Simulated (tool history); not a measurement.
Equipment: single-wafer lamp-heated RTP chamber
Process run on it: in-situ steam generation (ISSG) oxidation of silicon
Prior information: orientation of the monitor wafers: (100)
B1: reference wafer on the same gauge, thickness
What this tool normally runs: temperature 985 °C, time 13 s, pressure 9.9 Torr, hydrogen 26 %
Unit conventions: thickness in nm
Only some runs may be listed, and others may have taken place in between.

Run 1, day 0.000: usual settings; B1 4.630. Result: thickness 4.177 nm.
Run 2, day 1.250: usual settings; B1 4.632. Result: thickness 4.186 nm.
Run 3, day 2.521: usual settings but hydrogen 28 %; B1 4.632. Result: thickness 4.263 nm.
Run 4, day 3.158: usual settings but pressure 10.2 Torr; B1 4.626. Result: thickness 4.156 nm.
Run 5, day 4.029: usual settings but pressure 10.2 Torr; B1 4.630. Result: thickness 4.160 nm.
Run 6, day 4.908: usual settings but pressure 10.2 Torr; B1 4.628. Result: thickness 4.149 nm.
Run 7, day 6.221: usual settings; B1 4.635. Result: thickness 4.176 nm.
Run 8, day 6.846: usual settings; B1 4.626. Result: thickness 4.194 nm.
Run 9, day 7.783: usual settings; B1 4.631. Result: thickness 4.177 nm.
At day 8.842: hydrogen flow controller replaced.
Run 10, day 9.062: usual settings but time 16 s; B1 4.628. Result: thickness 4.560 nm.
Run 11, day 9.983: usual settings but temperature 981 °C, pressure 10.2 Torr; B1 4.630. Result: thickness 4.116 nm.
Run 12, day 10.638: usual settings; B1 4.632. Result: thickness 4.199 nm.
Run 13, day 11.917: usual settings; B1 4.633. Result: thickness 4.171 nm.
Run 14, day 13.396: usual settings but temperature 969 °C; B1 4.628. Result: thickness 3.974 nm.
Run 15, day 14.238: usual settings but time 9 s, pressure 10.2 Torr, hydrogen 32 %; B1 4.630. Result: thickness 3.776 nm.
Run 16, day 15.600: usual settings but time 8 s, pressure 9.5 Torr, hydrogen 32 %; B1 4.628. Result: thickness 3.677 nm.
Run 17, day 16.462: usual settings but time 15 s, hydrogen 32 %; B1 4.632. Result: thickness 4.653 nm.
At day 17.017: pressure gauge zeroed.
Run 18, day 17.038: usual settings but hydrogen 19 %; B1 4.635. Result: thickness 3.903 nm.
Run 19, day 17.571: usual settings but time 18 s, pressure 8.9 Torr; B1 4.629. Result: thickness 4.899 nm.
At day 17.825: gauge calibrated.
Run 20, day 18.725: usual settings but temperature 1000 °C, time 15 s, hydrogen 18 %; B1 4.626. Result: thickness 4.282 nm.
Run 21, day 19.662: usual settings but time 17 s, hydrogen 19 %; B1 4.630. Result: thickness 4.378 nm.
Run 22, day 20.650: usual settings; B1 4.632. Result: thickness 4.140 nm.
Run 23, day 21.779: usual settings but temperature 972 °C; B1 4.630. Result: thickness 4.024 nm.
At day 23.204: pyrometer window cleaned and pyrometer calibrated.
Run 24, day 23.225: usual settings; B1 4.630. Result: thickness 4.166 nm.
Run 25, day 23.988: usual settings but time 11 s; B1 4.629. Result: thickness 3.864 nm.
Run 26, day 24.608: usual settings; B1 4.633. Result: thickness 4.194 nm.
Run 27, day 25.621: usual settings but temperature 970 °C, time 11 s, hydrogen 20 %; B1 4.632. Result: thickness 3.522 nm.
Run 28, day 26.412: usual settings but temperature 974 °C, time 16 s, pressure 10.2 Torr, hydrogen 29 %; B1 4.632. Result: thickness 4.460 nm.
Run 29, day 27.762: usual settings but pressure 8.4 Torr, hydrogen 23 %; B1 4.627. Result: thickness 4.142 nm.
Run 30, day 29.225: usual settings but temperature 977 °C, pressure 9.5 Torr, hydrogen 16 %; B1 4.628. Result: thickness 3.678 nm.
Run 31, day 30.662: usual settings but temperature 1002 °C, time 12 s, hydrogen 21 %; B1 4.631. Result: thickness 4.068 nm.

Predict each of these 4 candidate next runs independently; none follows another, all start after run 31:
Run A, day 30.679: usual settings but temperature 980 °C; B1 ?. Result: thickness ?.
Run B, day 30.679: usual settings but temperature 966 °C, time 17 s, hydrogen 20 %; B1 ?. Result: thickness ?.
Run C, day 30.679: usual settings but hydrogen 32 %; B1 ?. Result: thickness ?.
Run D, day 30.679: usual settings but temperature 968 °C, pressure 10.2 Torr; B1 ?. Result: thickness ?.

run     B1  thickness
  A  4.629      4.127
  B  4.629      4.158
  C  4.629      4.406
  D  4.629      3.955
Take away the tool's hidden state, keep each run's random variation, and the runs would have read:
run  thickness
  A      4.127
  B      4.158
  C      4.406
  D      3.955

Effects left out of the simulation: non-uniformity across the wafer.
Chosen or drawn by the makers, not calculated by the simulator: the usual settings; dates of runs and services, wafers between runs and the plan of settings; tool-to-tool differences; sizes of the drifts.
